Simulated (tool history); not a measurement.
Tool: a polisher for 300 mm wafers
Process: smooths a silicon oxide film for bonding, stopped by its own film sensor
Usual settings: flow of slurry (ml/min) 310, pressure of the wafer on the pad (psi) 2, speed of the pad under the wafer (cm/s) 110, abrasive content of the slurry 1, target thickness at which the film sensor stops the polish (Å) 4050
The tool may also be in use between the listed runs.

run	hour	flow of slurry (ml/min)	pressure of the wafer on the pad (psi)	speed of the pad under the wafer (cm/s)	abrasive content of the slurry	target thickness at which the film sensor stops the polish (Å)	wafers since the last listed run	wafers polished on this pad	hours since the slurry nozzle was cleaned	hours since the head pressure was calibrated	hours since the slurry blender was calibrated	incoming thickness of the incoming film, nm	time until the film sensor stopped the polish (s)
1	0	310	2	110	1	4050	0	1261	593.8	1030.2	64.9	451.3	81.3
# hour 2.7: worn pad replaced by a new one
2	23.6	310	2	110	1	4050	274	274	617.4	1053.8	88.5	450.3	80.1
3	43.1	310	2	110	1	4050	256	530	636.9	1073.3	108	452.6	85.2
4	68.6	310	2	110	1	4050	335	866	662.4	1098.8	133.5	445.3	76.8
# hour 89.4: worn pad replaced by a new one
5	101.4	310	2.2	110	1	4050	378	157	695.2	1131.6	166.3	452.3	85
# hour 107.6: slurry blender recalibrated
# hour 112.6: slurry nozzle cleaned
6	129.2	310	2.2	110	1	4050	326	483	16.6	1159.4	21.6	457.3	76.8
7	155.3	310	2.2	110	1	4050	343	826	42.7	1185.5	47.7	447.8	65.5
# hour 159.3: head pressure recalibrated
8	175.3	310	2	138	0.8	4050	236	1063	62.7	16	67.7	454	81.4
# hour 195.9: worn pad replaced by a new one
9	196.4	310	2	110	1	4050	224	5	83.8	37.1	88.8	449.9	75.5
10	221.4	310	2	110	1	4130	328	334	108.8	62.1	113.8	451.1	65.4
11	248.2	310	2	110	1	4050	352	686	135.6	88.9	140.6	457.6	101
# hour 252.4: slurry blender recalibrated
12	264.6	310	2.4	110	1	4050	189	876	152	105.3	12.2	453.9	70.4
13	283.4	310	2	110	0.7	4050	247	1123	170.8	124.1	31	456.9	106.2
# hour 290.7: worn pad replaced by a new one
14	298.1	310	2	110	1.1	4050	140	96	185.5	138.8	45.7	453.7	76.5
15	328.7	310	2.6	128	1	3970	402	498	216.1	169.4	76.3	452.1	63.5

Hidden state or all else? Some run-to-run changes of time until the film sensor stopped the polish (s), split into what the settings, what came in and random variation would give without the hidden state, and what is left for the hidden state (with any gauge scatter that isn't in both results):
The hidden state here: removal rate lost through wear of the pad, %; slurry flow missing at the pad, %; deviation of the head's pressure from its setpoint, %; abrasive missing from the slurry, %.
Run 11 -> 12: pressure of the wafer on the pad (psi) 2 -> 2.4, slurry blender recalibrated. time until the film sensor stopped the polish (s) -30.6: hidden state -14.5, all else -16.1.
Run 12 -> 13: pressure of the wafer on the pad (psi) 2.4 -> 2, abrasive content of the slurry 1 -> 0.7. time until the film sensor stopped the polish (s) +35.8: hidden state +6.3, all else +29.5.
